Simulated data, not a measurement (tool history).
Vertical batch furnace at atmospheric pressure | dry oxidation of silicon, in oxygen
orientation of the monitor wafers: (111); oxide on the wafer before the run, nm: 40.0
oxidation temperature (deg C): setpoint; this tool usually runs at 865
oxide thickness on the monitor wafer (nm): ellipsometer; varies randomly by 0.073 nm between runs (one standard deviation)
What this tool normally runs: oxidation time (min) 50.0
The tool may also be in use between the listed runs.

run	hour	oxidation temperature (deg C)	oxidation time (min)	wafers since the last listed run	hours since the last temperature calibration	hours since the boat lift was adjusted	hours since the gauge calibration	read-back reference wafer on the same gauge, thickness	oxide thickness on the monitor wafer (nm)
1	0.0	865	50.0	0	2702.3	5178.3	63.7	42.13	49.12
2	16.1	865	50.0	254	2718.4	5194.4	79.8	42.13	49.08
3	29.6	865	50.0	213	2731.9	5207.9	93.3	42.15	49.10
4	49.1	865	50.0	308	2751.4	5227.4	112.8	42.18	49.21
5	60.5	880	50.0	180	2762.8	5238.8	124.2	42.22	51.24
# hour 93.0: thermocouples replaced and temperature profile calibrated
# hour 100.6: boat lift adjusted
6	101.1	880	50.0	142	8.1	0.5	164.8	42.30	51.36
7	105.9	880	50.0	75	12.9	5.3	169.6	42.30	51.40
8	110.7	865	50.0	75	17.7	10.1	174.4	42.29	49.25
9	117.4	865	50.0	106	24.4	16.8	181.1	42.32	49.39
10	134.5	865	38.0	270	41.5	33.9	198.2	42.35	47.34
11	148.0	865	38.0	213	55.0	47.4	211.7	42.37	47.33
# hour 152.7: gauge calibrated
12	156.5	872	50.0	134	63.5	55.9	3.8	42.03	49.86
13	174.2	886	50.0	280	81.2	73.6	21.5	42.04	51.99
14	186.3	875	60.0	191	93.3	85.7	33.6	42.06	52.24
15	204.1	880	58.5	281	111.1	103.5	51.4	42.09	52.68
16	216.9	865	50.0	202	123.9	116.3	64.2	42.10	49.11
17	226.1	877	28.5	145	133.1	125.5	73.4	42.14	46.66
18	244.5	865	50.0	291	151.5	143.9	91.8	42.17	49.19
19	279.9	872	50.0	560	186.9	179.3	127.2	42.25	50.24
20	287.5	848	33.0	120	194.5	186.9	134.8	42.23	45.35
21	296.0	854	64.0	134	203.0	195.4	143.3	42.24	49.92
22	303.7	841	71.0	121	210.7	203.1	151.0	42.24	49.03

What if the next run were any one of these 3? Each begins from the tool's condition after run 22:
A	308.6	855	50.0	77	215.6	208.0	155.9	?	?
B	308.6	875	63.0	77	215.6	208.0	155.9	?	?
C	308.6	844	29.5	77	215.6	208.0	155.9	?	?

run	read-back reference wafer on the same gauge, thickness	oxide thickness on the monitor wafer (nm)
A	42.26	48.13
B	42.26	52.92
C	42.26	44.63
Stripped of hidden state, with their random variation kept, the same runs would have yielded:
run	oxide thickness on the monitor wafer (nm)
A	47.82
B	52.58
C	44.34
